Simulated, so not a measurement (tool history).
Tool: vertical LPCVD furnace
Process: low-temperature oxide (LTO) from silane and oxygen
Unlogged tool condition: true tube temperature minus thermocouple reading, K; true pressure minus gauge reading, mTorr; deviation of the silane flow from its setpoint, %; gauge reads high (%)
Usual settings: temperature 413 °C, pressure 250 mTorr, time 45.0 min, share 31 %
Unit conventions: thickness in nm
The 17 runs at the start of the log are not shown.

| run | hour | temperature | pressure | time | share | wafers since the last listed run | hours since the last temperature calibration | hours since the pressure gauge was zeroed | hours since the silane flow controller was replaced | hours since the gauge calibration | read-back reference wafer on the same gauge, thickness | thickness |
|---|---|---|---|---|---|---|---|---|---|---|---|---|
| 18 | 446.8 | 402 | 250 | 45.0 | 37 | 541 | 265.2 | 158.2 | 231.4 | 99.4 | 381.84 | 449.34 |
| 19 | 477.9 | 413 | 250 | 45.0 | 31 | 690 | 296.3 | 189.3 | 262.5 | 130.5 | 382.12 | 401.89 |
| 20 | 511.5 | 413 | 250 | 45.0 | 31 | 745 | 329.9 | 222.9 | 296.1 | 164.1 | 381.98 | 402.58 |
| 21 | 544.1 | 413 | 250 | 50.5 | 31 | 723 | 362.5 | 255.5 | 328.7 | 196.7 | 382.22 | 451.16 |
| 22 | 570.6 | 413 | 250 | 45.0 | 31 | 588 | 389.0 | 282.0 | 355.2 | 223.2 | 382.21 | 400.43 |
| 23 | 588.7 | 419 | 250 | 45.0 | 31 | 401 | 407.1 | 300.1 | 373.3 | 241.3 | 382.25 | 429.78 |
| 24 | 610.8 | 413 | 275 | 45.0 | 33 | 490 | 429.2 | 322.2 | 395.4 | 263.4 | 382.45 | 481.59 |
| 25 | 633.4 | 413 | 250 | 45.0 | 33 | 501 | 451.8 | 344.8 | 418.0 | 286.0 | 382.51 | 436.85 |
| 26 | 665.7 | 413 | 250 | 45.0 | 31 | 716 | 484.1 | 377.1 | 450.3 | 318.3 | 382.48 | 401.27 |
| 27 | 689.3 | 413 | 235 | 45.0 | 34 | 523 | 507.7 | 400.7 | 473.9 | 341.9 | 382.79 | 428.62 |
| 28 | 709.9 | 413 | 250 | 45.0 | 31 | 457 | 528.3 | 421.3 | 494.5 | 362.5 | 382.53 | 402.79 |

Run 29 has not been measured yet. What should we expect?
| 29 | 744.6 | 413 | 250 | 45.0 | 31 | 770 | 563.0 | 456.0 | 529.2 | 397.2 | ? | ? |

For run 29 the tool returned read-back reference wafer on the same gauge, thickness 383.27, thickness 404.43 nm.
With the hidden condition absent and the run-to-run variation left alone, this run would have shown thickness 403.44 nm.
